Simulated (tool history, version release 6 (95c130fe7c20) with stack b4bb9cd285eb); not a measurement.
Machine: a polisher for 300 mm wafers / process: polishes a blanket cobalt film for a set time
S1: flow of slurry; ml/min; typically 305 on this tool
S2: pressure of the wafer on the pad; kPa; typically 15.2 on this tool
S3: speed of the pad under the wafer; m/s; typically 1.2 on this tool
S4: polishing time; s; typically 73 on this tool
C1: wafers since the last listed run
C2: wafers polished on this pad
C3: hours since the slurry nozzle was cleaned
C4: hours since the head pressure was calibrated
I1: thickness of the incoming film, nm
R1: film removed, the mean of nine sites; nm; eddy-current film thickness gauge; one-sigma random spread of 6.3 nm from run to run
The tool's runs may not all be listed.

run,hour,S1,S2,S3,S4,C1,C2,C3,C4,I1,R1
1,0,305,12.4,1.2,73,0,2309,679.5,315.4,1403.6,518.5
# hour 24.2: slurry nozzle cleaned
# hour 62.5: worn pad replaced by a new one
2,64.4,305,12.4,1.2,73,477,15,40.2,379.8,1425.8,527.6
3,117.2,305,15.2,1.2,73,424,439,93,432.6,1405.3,603.8
# hour 157.3: head pressure recalibrated
4,183.4,305,15.2,1.2,73,515,955,159.2,26.1,1404.9,568.3
5,234.8,305,15.2,1.2,73,412,1368,210.6,77.5,1398.8,572.3
6,270.5,385,15.2,1.2,73,286,1655,246.3,113.2,1408.2,578.6
7,310.4,385,15.2,1.2,73,320,1975,286.2,153.1,1407.9,584.4
8,372.1,305,11,1.2,73,495,2471,347.9,214.8,1394.3,467.6
9,431.2,305,11,1.2,73,474,2945,407,273.9,1382.8,478.7
# hour 457.5: worn pad replaced by a new one
10,488.7,305,15.2,1.2,73,429,250,464.5,331.4,1389.8,598.6
11,518.3,305,15.2,1.2,73,237,488,494.1,361,1397.7,599.7
12,545.4,305,15.2,1.2,73,217,706,521.2,388.1,1422.3,594.8
# hour 567.9: head pressure recalibrated
# hour 601.8: slurry nozzle cleaned
13,602.3,305,15.2,1.2,73,432,1139,0.5,34.4,1376.6,562.1
14,653.3,305,15.2,1.2,73,409,1548,51.5,85.4,1396.3,560.8
15,703.7,305,15.2,1.2,73,404,1953,101.9,135.8,1368.4,571.6
16,757.3,305,15.2,0.86,73,430,2384,155.5,189.4,1418.5,420.3
# hour 797: worn pad replaced by a new one
17,797.5,305,11.7,1.2,73,290,4,195.7,229.6,1386,490.3
18,846.4,265,15.2,0.94,73,392,396,244.6,278.5,1399.2,446.2
19,914.2,305,15.2,1.2,73,544,941,312.4,346.3,1391.1,602.4
20,956.9,305,13.1,0.92,73,342,1284,355.1,389,1403.8,410.4
21,1018.4,305,17.2,0.9,87,493,1778,416.6,450.5,1411.6,589.5
# hour 1047.7: head pressure recalibrated
22,1067.2,275,18.6,0.88,73,375,2154,465.4,19.5,1404.7,483.8
23,1110.5,390,17.9,0.98,52,347,2502,508.7,62.8,1417,376.9
# hour 1140.3: slurry nozzle cleaned
# hour 1147.1: worn pad replaced by a new one
24,1150,215,15.2,1.2,73,277,23,9.7,102.3,1394.1,545.2
25,1181.3,305,20,1.2,73,251,274,41,133.6,1417.6,705.3
26,1229.3,305,15.2,1.2,73,385,660,89,181.6,1376.6,575
27,1276,240,10.3,1.2,73,375,1035,135.7,228.3,1384.7,442.3
28,1309.6,305,15.2,1.2,73,269,1305,169.3,261.9,1392,585.9
29,1337.5,305,16.5,0.98,73,224,1529,197.2,289.8,1395.1,519.8
30,1400.5,305,17.2,1.2,73,506,2035,260.2,352.8,1396.6,656
# hour 1466.7: head pressure recalibrated
31,1467.2,305,15.2,1.2,73,519,2554,326.9,0.5,1394,558.6
# hour 1505.9: worn pad replaced by a new one
32,1534.4,305,15.2,1.2,73,507,229,394.1,67.7,1384.1,568.5
33,1590.7,305,15.2,1.2,73,452,681,450.4,124,1374.6,573
34,1659.1,305,15.2,1.2,73,549,1230,518.8,192.4,1423.6,588.2
# hour 1683.1: slurry nozzle cleaned
35,1683.6,305,15.2,1.2,54,188,1419,0.5,216.9,1417.5,427.9
36,1732.3,305,17.2,0.9,87,391,1810,49.2,265.6,1399.4,586.8
37,1778.4,380,15.2,1.2,73,370,2181,95.3,311.7,1392,604.5

Across each entry between runs, compare the hidden state at the last listed run before it with the hidden state at the first listed run after it:
Between runs 1 and 2: slurry nozzle cleaned (hour 24.2); worn pad replaced by a new one (hour 62.5)
  deviation of the head's pressure from its setpoint, %: 8.27 -> 9.93
  measured value less the no-hidden-state value, R1: +29.1 -> +35.2 nm
Between runs 3 and 4: head pressure recalibrated (hour 157.3)
  deviation of the head's pressure from its setpoint, %: 11.3 -> 0.351
  measured value less the no-hidden-state value, R1: +45.4 -> +1.4 nm
Between runs 9 and 10: worn pad replaced by a new one (hour 457.5)
  deviation of the head's pressure from its setpoint, %: 6.75 -> 8.23
  measured value less the no-hidden-state value, R1: +22.1 -> +33.4 nm
Between runs 12 and 13: head pressure recalibrated (hour 567.9); slurry nozzle cleaned (hour 601.8)
  deviation of the head's pressure from its setpoint, %: 9.69 -> 0.225
  measured value less the no-hidden-state value, R1: +38.8 -> +0.9 nm
Between runs 16 and 17: worn pad replaced by a new one (hour 797)
  deviation of the head's pressure from its setpoint, %: 4.23 -> 5.26
  measured value less the no-hidden-state value, R1: +12.4 -> +17.8 nm
Between runs 21 and 22: head pressure recalibrated (hour 1047.7)
  deviation of the head's pressure from its setpoint, %: 11 -> 0.223
  measured value less the no-hidden-state value, R1: +43.1 -> +0.7 nm
Between runs 23 and 24: slurry nozzle cleaned (hour 1140.3); worn pad replaced by a new one (hour 1147.1)
  deviation of the head's pressure from its setpoint, %: 1.34 -> 2.36
  measured value less the no-hidden-state value, R1: +3.6 -> +9.1 nm
Between runs 30 and 31: head pressure recalibrated (hour 1466.7)
  deviation of the head's pressure from its setpoint, %: 8.83 -> 0.46
  measured value less the no-hidden-state value, R1: +39.2 -> +1.8 nm
Between runs 31 and 32: worn pad replaced by a new one (hour 1505.9)
  deviation of the head's pressure from its setpoint, %: 0.46 -> 2.19
  measured value less the no-hidden-state value, R1: +1.8 -> +8.8 nm
Between runs 34 and 35: slurry nozzle cleaned (hour 1683.1)
  deviation of the head's pressure from its setpoint, %: 5.41 -> 6.04
  measured value less the no-hidden-state value, R1: +22.1 -> +17.8 nm

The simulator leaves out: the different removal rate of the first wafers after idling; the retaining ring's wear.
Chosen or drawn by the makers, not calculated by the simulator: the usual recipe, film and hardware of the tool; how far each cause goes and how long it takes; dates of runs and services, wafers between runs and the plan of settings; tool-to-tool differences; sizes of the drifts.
